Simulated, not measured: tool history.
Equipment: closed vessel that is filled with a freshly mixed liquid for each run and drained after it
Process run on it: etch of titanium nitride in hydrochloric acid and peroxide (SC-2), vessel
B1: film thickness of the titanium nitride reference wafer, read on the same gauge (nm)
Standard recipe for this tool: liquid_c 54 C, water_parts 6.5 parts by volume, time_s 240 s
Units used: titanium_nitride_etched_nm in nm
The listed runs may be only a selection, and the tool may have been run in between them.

run 1 hour=0 | liquid_c=54 water_parts=6.5 time_s=240 | B1=110.01 | titanium_nitride_etched_nm=6.01
run 2 hour=31 | liquid_c=54 water_parts=6.5 time_s=240 | B1=110.01 | titanium_nitride_etched_nm=5.98
-- hour=77.5 thermometer replaced
run 3 hour=82.3 | liquid_c=54 water_parts=6.5 time_s=240 | B1=109.99 | titanium_nitride_etched_nm=5.99
run 4 hour=116.6 | liquid_c=54 water_parts=6.5 time_s=240 | B1=110 | titanium_nitride_etched_nm=5.96
run 5 hour=186.3 | liquid_c=54 water_parts=6.5 time_s=210 | B1=109.99 | titanium_nitride_etched_nm=5.23
run 6 hour=239.7 | liquid_c=58 water_parts=6.5 time_s=240 | B1=110.01 | titanium_nitride_etched_nm=7.7
run 7 hour=275.2 | liquid_c=50 water_parts=6.5 time_s=160 | B1=109.98 | titanium_nitride_etched_nm=3.08
-- hour=303.5 new drum of peroxide connected
run 8 hour=315.1 | liquid_c=51.5 water_parts=6.5 time_s=240 | B1=110 | titanium_nitride_etched_nm=5.3
run 9 hour=349.5 | liquid_c=54 water_parts=6.5 time_s=240 | B1=110 | titanium_nitride_etched_nm=6.13
run 10 hour=375.7 | liquid_c=54 water_parts=6.5 time_s=205 | B1=110.01 | titanium_nitride_etched_nm=5.26
run 11 hour=433.7 | liquid_c=54 water_parts=6.5 time_s=205 | B1=109.99 | titanium_nitride_etched_nm=5.17
run 12 hour=497.9 | liquid_c=54 water_parts=6.5 time_s=240 | B1=110.02 | titanium_nitride_etched_nm=6.15
run 13 hour=554.2 | liquid_c=54 water_parts=6.5 time_s=315 | B1=110 | titanium_nitride_etched_nm=7.96
run 14 hour=609.9 | liquid_c=54 water_parts=6.5 time_s=205 | B1=110.01 | titanium_nitride_etched_nm=5.17
-- hour=644.2 thermometer replaced
run 15 hour=656.7 | liquid_c=54 water_parts=6.5 time_s=130 | B1=110.03 | titanium_nitride_etched_nm=3.27
run 16 hour=685.6 | liquid_c=45.5 water_parts=6.5 time_s=240 | B1=110 | titanium_nitride_etched_nm=3.42
-- hour=713.7 chemicals flow meter replaced
run 17 hour=739 | liquid_c=54 water_parts=6.5 time_s=240 | B1=110.01 | titanium_nitride_etched_nm=5.67
-- hour=747.4 gauge calibrated
-- hour=755.3 new drum of peroxide connected
run 18 hour=763.8 | liquid_c=54 water_parts=6.5 time_s=190 | B1=110 | titanium_nitride_etched_nm=4.6
run 19 hour=811.8 | liquid_c=54 water_parts=6.5 time_s=240 | B1=110 | titanium_nitride_etched_nm=5.89
run 20 hour=868.9 | liquid_c=48 water_parts=6.5 time_s=240 | B1=110.01 | titanium_nitride_etched_nm=3.92
run 21 hour=895.5 | liquid_c=54 water_parts=6.5 time_s=240 | B1=109.99 | titanium_nitride_etched_nm=5.87
run 22 hour=1105.4 | liquid_c=63 water_parts=4 time_s=360 | B1=110.01 | titanium_nitride_etched_nm=21.92
run 23 hour=1159.9 | liquid_c=54 water_parts=6.5 time_s=180 | B1=109.98 | titanium_nitride_etched_nm=4.3
-- hour=1174.8 new drum of peroxide connected
run 24 hour=1202.4 | liquid_c=54 water_parts=6.5 time_s=195 | B1=110.01 | titanium_nitride_etched_nm=4.85
run 25 hour=1270.5 | liquid_c=54 water_parts=4.5 time_s=240 | B1=110 | titanium_nitride_etched_nm=7.77
run 26 hour=1316.3 | liquid_c=54 water_parts=6.5 time_s=325 | B1=110.01 | titanium_nitride_etched_nm=7.98
-- hour=1334.8 thermometer replaced
run 27 hour=1372.6 | liquid_c=54 water_parts=6.5 time_s=240 | B1=109.99 | titanium_nitride_etched_nm=5.94
run 28 hour=1432.4 | liquid_c=54 water_parts=6.5 time_s=240 | B1=109.98 | titanium_nitride_etched_nm=5.94

Subtracting, for every run, the result it would have given without the tool's unlogged condition from the measured result gives the following. The same run-to-run variation enters both numbers; the gauge's scatter may not:
The tool's hidden condition here consists of: liquid hotter than its thermometer reads (K); chemicals flow above the setpoint (%); peroxide weaker than its label (%); gauge reads high (%).
run=1 titanium_nitride_etched_nm=+0.14
run=2 titanium_nitride_etched_nm=+0.14
run=3 titanium_nitride_etched_nm=+0.12
run=4 titanium_nitride_etched_nm=+0.12
run=5 titanium_nitride_etched_nm=+0.08
run=6 titanium_nitride_etched_nm=+0.1
run=7 titanium_nitride_etched_nm=+0.03
run=8 titanium_nitride_etched_nm=+0.23
run=9 titanium_nitride_etched_nm=+0.26
run=10 titanium_nitride_etched_nm=+0.21
run=11 titanium_nitride_etched_nm=+0.19
run=12 titanium_nitride_etched_nm=+0.22
run=13 titanium_nitride_etched_nm=+0.25
run=14 titanium_nitride_etched_nm=+0.15
run=15 titanium_nitride_etched_nm=+0.09
run=16 titanium_nitride_etched_nm=+0.09
run=17 titanium_nitride_etched_nm=-0.18
run=18 titanium_nitride_etched_nm=+0.01
run=19 titanium_nitride_etched_nm=+0
run=20 titanium_nitride_etched_nm=-0.01
run=21 titanium_nitride_etched_nm=-0.03
run=22 titanium_nitride_etched_nm=-0.33
run=23 titanium_nitride_etched_nm=-0.07
run=24 titanium_nitride_etched_nm=+0.08
run=25 titanium_nitride_etched_nm=+0.1
run=26 titanium_nitride_etched_nm=+0.1
run=27 titanium_nitride_etched_nm=+0.06
run=28 titanium_nitride_etched_nm=+0.04
